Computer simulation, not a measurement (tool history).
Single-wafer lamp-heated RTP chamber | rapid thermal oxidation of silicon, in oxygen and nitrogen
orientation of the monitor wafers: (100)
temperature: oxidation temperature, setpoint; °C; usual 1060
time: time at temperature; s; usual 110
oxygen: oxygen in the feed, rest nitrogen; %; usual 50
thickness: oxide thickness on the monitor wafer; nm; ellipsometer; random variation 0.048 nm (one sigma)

run     day  temperature  time  oxygen  read-back reference wafer on the same gauge, thickness  thickness
  1   0.000         1060   110      50                                                   8.154     10.391
      0.762  -- pyrometer window cleaned and pyrometer calibrated
  2   4.750         1076   110      50                                                   8.172     11.120
  3   6.888         1076   110      50                                                   8.160     11.202
  4   9.996         1077   110      50                                                   8.153     11.454
  5  11.750         1077   110      50                                                   8.156     11.501
  6  16.021         1060   110      50                                                   8.175     10.467
     19.575  -- pyrometer window cleaned and pyrometer calibrated
  7  19.596         1060   110      50                                                   8.149      9.689
  8  22.250         1060   110      50                                                   8.160      9.900
  9  26.700         1060   110      50                                                   8.166     10.085
 10  28.554         1060   110      50                                                   8.156     10.194
 11  31.275         1060   110      50                                                   8.156     10.217
 12  35.458         1060    96      50                                                   8.163      9.788
     37.496  -- pyrometer window cleaned and pyrometer calibrated
 13  38.779         1060    96      50                                                   8.158      9.263
 14  41.925         1060   110      50                                                   8.159      9.995
 15  45.312         1035    77      77                                                   8.169      8.472
 16  47.250         1060   110      50                                                   8.174     10.212
     50.067  -- gauge calibrated
     50.600  -- oxygen flow controller replaced
 17  51.608         1036    94      40                                                   8.171      7.589
     53.492  -- pyrometer window cleaned and pyrometer calibrated
 18  53.621         1083    70      73                                                   8.158     10.703
 19  56.354         1078    58      62                                                   8.163      9.017

Run 20 comes next. What will it give?
 20  59.371         1035    58      26                                                       ?          ?

{"run 20": {"read-back reference wafer on the same gauge, thickness": 8.159, "thickness": 5.126}}
Without the tool's hidden state the same run would have given thickness 4.972 nm.

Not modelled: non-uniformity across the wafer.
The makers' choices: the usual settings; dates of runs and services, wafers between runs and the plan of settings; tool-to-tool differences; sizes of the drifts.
